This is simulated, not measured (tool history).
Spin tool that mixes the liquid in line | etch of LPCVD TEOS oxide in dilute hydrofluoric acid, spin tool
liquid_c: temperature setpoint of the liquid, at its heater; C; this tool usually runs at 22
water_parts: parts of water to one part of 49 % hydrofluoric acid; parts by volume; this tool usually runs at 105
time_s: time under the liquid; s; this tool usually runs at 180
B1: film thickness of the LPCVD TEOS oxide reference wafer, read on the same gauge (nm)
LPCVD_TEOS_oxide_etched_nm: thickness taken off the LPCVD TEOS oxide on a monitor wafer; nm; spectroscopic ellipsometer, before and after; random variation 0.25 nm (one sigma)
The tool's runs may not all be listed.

run 1 hour=0 | liquid_c=22 water_parts=105 time_s=180 | B1=30.01 | LPCVD_TEOS_oxide_etched_nm=26.7
run 2 hour=25.6 | liquid_c=22 water_parts=105 time_s=180 | B1=29.99 | LPCVD_TEOS_oxide_etched_nm=26.54
-- hour=26 gauge calibrated
run 3 hour=48.1 | liquid_c=22 water_parts=105 time_s=180 | B1=30.01 | LPCVD_TEOS_oxide_etched_nm=26.23
run 4 hour=83 | liquid_c=25 water_parts=80 time_s=180 | B1=29.99 | LPCVD_TEOS_oxide_etched_nm=39.86
run 5 hour=103.8 | liquid_c=22 water_parts=105 time_s=180 | B1=30 | LPCVD_TEOS_oxide_etched_nm=26.73
run 6 hour=118.2 | liquid_c=22 water_parts=105 time_s=180 | B1=30 | LPCVD_TEOS_oxide_etched_nm=26.66
run 7 hour=143.7 | liquid_c=22 water_parts=80 time_s=180 | B1=30 | LPCVD_TEOS_oxide_etched_nm=35.15
run 8 hour=160.5 | liquid_c=22 water_parts=80 time_s=180 | B1=30 | LPCVD_TEOS_oxide_etched_nm=35.81
run 9 hour=178.6 | liquid_c=22 water_parts=105 time_s=180 | B1=30.01 | LPCVD_TEOS_oxide_etched_nm=26.2
run 10 hour=208 | liquid_c=22 water_parts=105 time_s=180 | B1=29.97 | LPCVD_TEOS_oxide_etched_nm=26.33
run 11 hour=221.1 | liquid_c=22 water_parts=105 time_s=180 | B1=30.01 | LPCVD_TEOS_oxide_etched_nm=26.45
run 12 hour=241.9 | liquid_c=22 water_parts=135 time_s=180 | B1=30 | LPCVD_TEOS_oxide_etched_nm=20.23
-- hour=252.4 thermometer replaced
run 13 hour=256.1 | liquid_c=22 water_parts=105 time_s=285 | B1=30 | LPCVD_TEOS_oxide_etched_nm=41.55
-- hour=270.4 hydrofluoric acid flow meter replaced
run 14 hour=291.2 | liquid_c=24.5 water_parts=150 time_s=220 | B1=30 | LPCVD_TEOS_oxide_etched_nm=23.58
run 15 hour=310.1 | liquid_c=24 water_parts=135 time_s=150 | B1=30.01 | LPCVD_TEOS_oxide_etched_nm=18.12
run 16 hour=334.6 | liquid_c=22 water_parts=105 time_s=180 | B1=30 | LPCVD_TEOS_oxide_etched_nm=26.43
run 17 hour=355.4 | liquid_c=22 water_parts=105 time_s=180 | B1=30.01 | LPCVD_TEOS_oxide_etched_nm=26.5
run 18 hour=388 | liquid_c=18 water_parts=120 time_s=180 | B1=30 | LPCVD_TEOS_oxide_etched_nm=19.26
run 19 hour=402.6 | liquid_c=22 water_parts=130 time_s=215 | B1=29.99 | LPCVD_TEOS_oxide_etched_nm=24.26
-- hour=418.2 gauge calibrated
run 20 hour=432 | liquid_c=24 water_parts=135 time_s=150 | B1=29.99 | LPCVD_TEOS_oxide_etched_nm=18.16
run 21 hour=458.5 | liquid_c=22 water_parts=90 time_s=210 | B1=29.99 | LPCVD_TEOS_oxide_etched_nm=36.22
run 22 hour=489.1 | liquid_c=24 water_parts=105 time_s=180 | B1=30.01 | LPCVD_TEOS_oxide_etched_nm=28.66
run 23 hour=524 | liquid_c=22 water_parts=105 time_s=105 | B1=30 | LPCVD_TEOS_oxide_etched_nm=15.17
run 24 hour=550.1 | liquid_c=25 water_parts=75 time_s=270 | B1=30 | LPCVD_TEOS_oxide_etched_nm=65.13

Forecast each of these 3 alternatives for the next run:
run A hour=550.6 | liquid_c=22 water_parts=105 time_s=180 | B1=? | LPCVD_TEOS_oxide_etched_nm=?
run B hour=550.6 | liquid_c=22 water_parts=75 time_s=180 | B1=? | LPCVD_TEOS_oxide_etched_nm=?
run C hour=550.6 | liquid_c=17 water_parts=105 time_s=280 | B1=? | LPCVD_TEOS_oxide_etched_nm=?

run=A B1=29.98 LPCVD_TEOS_oxide_etched_nm=26.51
run=B B1=29.98 LPCVD_TEOS_oxide_etched_nm=38.46
run=C B1=29.98 LPCVD_TEOS_oxide_etched_nm=33.57
With no hidden state in the tool, these same runs would have given:
run=A LPCVD_TEOS_oxide_etched_nm=26.51
run=B LPCVD_TEOS_oxide_etched_nm=38.46
run=C LPCVD_TEOS_oxide_etched_nm=33.57
